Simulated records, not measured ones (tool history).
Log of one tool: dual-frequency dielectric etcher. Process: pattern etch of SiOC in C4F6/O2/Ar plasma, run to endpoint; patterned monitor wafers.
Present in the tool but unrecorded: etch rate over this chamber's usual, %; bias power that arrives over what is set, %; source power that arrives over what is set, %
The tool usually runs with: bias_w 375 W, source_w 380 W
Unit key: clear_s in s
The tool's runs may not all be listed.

run	hour	bias_w	source_w	wafers since the last listed run	hours since the last wet clean	hours since the last bias power generator calibration	hours since the last source power generator calibration	hours since the last upper electrode change	incoming incoming film thickness, nm	clear_s
1	0	375	380	0	346.3	541.6	904.1	3006.3	41.8	18.8
2	53.6	349	380	476	399.9	595.2	957.7	3059.9	41.71	19.3
3	94.1	349	380	360	440.4	635.7	998.2	3100.4	41.68	19.3
4	192.6	351	380	876	538.9	734.2	1096.7	3198.9	41.77	19.1
# hour 277.6: wet clean of the chamber
5	279.7	351	380	561	2.1	821.3	1183.8	3286	41.25	18.9
6	323.4	351	380	388	45.8	865	1227.5	3329.7	41.52	19.2
7	522.6	375	320	1772	245	1064.2	1426.7	3528.9	41.31	19.5
8	568.5	375	380	408	290.9	1110.1	1472.6	3574.8	41.65	18.7
9	661	375	380	823	383.4	1202.6	1565.1	3667.3	41.73	18.5
10	718.9	375	380	515	441.3	1260.5	1623	3725.2	41.59	18.6
# hour 844: wet clean of the chamber
11	873.3	375	380	1160	29.3	1414.9	1777.4	3879.6	42.27	19
# hour 1063.9: upper electrode replaced
# hour 1084.4: source power generator calibrated
12	1149.7	375	380	2210	305.7	1691.3	65.3	85.8	41.57	18.5
13	1200.9	375	380	455	356.9	1742.5	116.5	137	41.22	18.5
14	1300	444	380	881	456	1841.6	215.6	236.1	41.78	17.6
15	1357.7	335	350	513	513.7	1899.3	273.3	293.8	41.86	20
# hour 1534.3: wet clean of the chamber
16	1603.8	294	440	1976	69.5	2145.4	519.4	539.9	41.46	19.2
17	1701.8	375	380	872	167.5	2243.4	617.4	637.9	41.28	18.4
18	1788.5	375	380	771	254.2	2330.1	704.1	724.6	41.53	18.5
# hour 1852.3: bias power generator calibrated
19	1861.2	286	460	611	326.9	8.9	776.8	797.3	41.39	19.3
20	1950.8	375	310	797	416.5	98.5	866.4	886.9	41.79	20.1
21	2036.1	375	380	759	501.8	183.8	951.7	972.2	41.67	18.7
22	2120.6	467	280	751	586.3	268.3	1036.2	1056.7	41.25	18.8
# hour 2177.5: wet clean of the chamber
23	2211	434	380	590	33.5	358.7	1126.6	1147.1	41.13	17.5
24	2269.8	375	380	523	92.3	417.5	1185.4	1205.9	41.72	18.7
25	2342	375	380	642	164.5	489.7	1257.6	1278.1	41.95	18.6
26	2402.1	418	290	534	224.6	549.8	1317.7	1338.2	41.52	19.5
27	2442.5	306	470	359	265	590.2	1358.1	1378.6	41.21	18.6
28	2659.6	322	450	1932	482.1	807.3	1575.2	1595.7	41.91	18.7
# hour 2774.7: wet clean of the chamber
29	2775.2	318	480	815	0.5	922.9	1690.8	1711.3	41.75	18.3

Predict each of these 3 candidate next runs independently; none follows another, all start after run 29:
A	2775.6	375	380	3	0.9	923.3	1691.2	1711.7	41.83	?
B	2775.6	436	320	3	0.9	923.3	1691.2	1711.7	41.83	?
C	2775.6	375	340	3	0.9	923.3	1691.2	1711.7	41.83	?

run	clear_s
A	18.7
B	18.7
C	19.4
Without the tool's unlogged condition, the same runs would have read:
run	clear_s
A	19
B	18.9
C	19.6

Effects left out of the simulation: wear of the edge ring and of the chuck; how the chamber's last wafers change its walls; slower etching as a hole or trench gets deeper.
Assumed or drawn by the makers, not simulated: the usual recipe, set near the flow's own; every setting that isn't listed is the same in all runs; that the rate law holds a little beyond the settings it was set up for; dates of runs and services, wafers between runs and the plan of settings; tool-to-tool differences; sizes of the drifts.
